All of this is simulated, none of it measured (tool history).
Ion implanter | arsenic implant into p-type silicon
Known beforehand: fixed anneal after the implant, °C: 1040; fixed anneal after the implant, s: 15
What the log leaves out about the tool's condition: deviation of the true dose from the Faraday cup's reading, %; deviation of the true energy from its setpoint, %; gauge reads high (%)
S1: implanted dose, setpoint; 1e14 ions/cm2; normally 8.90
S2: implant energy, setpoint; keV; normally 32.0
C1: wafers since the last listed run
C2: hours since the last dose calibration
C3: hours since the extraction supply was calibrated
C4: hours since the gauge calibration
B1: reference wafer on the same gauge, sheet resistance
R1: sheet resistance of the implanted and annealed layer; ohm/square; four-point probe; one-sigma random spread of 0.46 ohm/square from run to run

run,day,S1,S2,C1,C2,C3,C4,B1,R1
1,0.000,8.90,32.0,0,577.1,4173.6,371.0,118.85,137.94
2,1.383,8.90,32.0,444,610.3,4206.8,404.2,118.94,137.96
3,2.183,8.90,32.0,257,629.5,4226.0,423.4,118.96,138.09
4,3.546,8.90,32.0,437,662.2,4258.7,456.1,119.05,138.33
5,4.250,8.90,32.0,226,679.1,4275.6,473.0,119.03,137.66
# day 7.971: gauge calibrated
# day 7.992: extraction supply calibrated
6,8.012,7.98,26.5,1102,769.4,0.5,1.0,119.04,154.39
7,9.175,7.98,26.5,373,797.3,28.4,28.9,118.91,153.46
8,9.846,7.98,26.5,215,813.4,44.5,45.0,119.06,153.59
9,10.512,8.90,32.0,214,829.4,60.5,61.0,118.87,138.38
10,11.612,7.98,26.5,353,855.8,86.9,87.4,118.90,154.12
11,12.212,8.90,24.0,192,870.2,101.3,101.8,118.95,144.84
12,12.846,8.90,32.0,203,885.4,116.5,117.0,118.98,138.86
# day 13.367: Faraday cup replaced and dose calibrated
13,13.662,8.90,27.0,155,7.1,136.1,136.6,119.12,137.85
14,14.896,6.27,35.0,396,36.7,165.7,166.2,119.17,170.30
15,15.571,11.00,35.0,216,52.9,181.9,182.4,119.07,115.03
16,16.504,8.90,32.0,299,75.3,204.3,204.8,119.03,134.43
17,17.192,7.52,36.0,220,91.8,220.8,221.3,118.96,149.35
18,18.121,7.38,39.5,298,114.1,243.1,243.6,118.97,148.65

Here are 4 independent what-if runs from the current tool condition. What would each one return?
A,18.138,8.90,32.0,5,114.5,243.5,244.0,?,?
B,18.138,10.50,27.0,5,114.5,243.5,244.0,?,?
C,18.138,8.90,37.5,5,114.5,243.5,244.0,?,?
D,18.138,8.18,32.0,5,114.5,243.5,244.0,?,?

run,B1,R1
A,118.95,134.68
B,118.95,124.43
C,118.95,131.13
D,118.95,142.90
Without the tool's hidden state the same runs would have given:
run,R1
A,132.86
B,122.92
C,129.33
D,140.91

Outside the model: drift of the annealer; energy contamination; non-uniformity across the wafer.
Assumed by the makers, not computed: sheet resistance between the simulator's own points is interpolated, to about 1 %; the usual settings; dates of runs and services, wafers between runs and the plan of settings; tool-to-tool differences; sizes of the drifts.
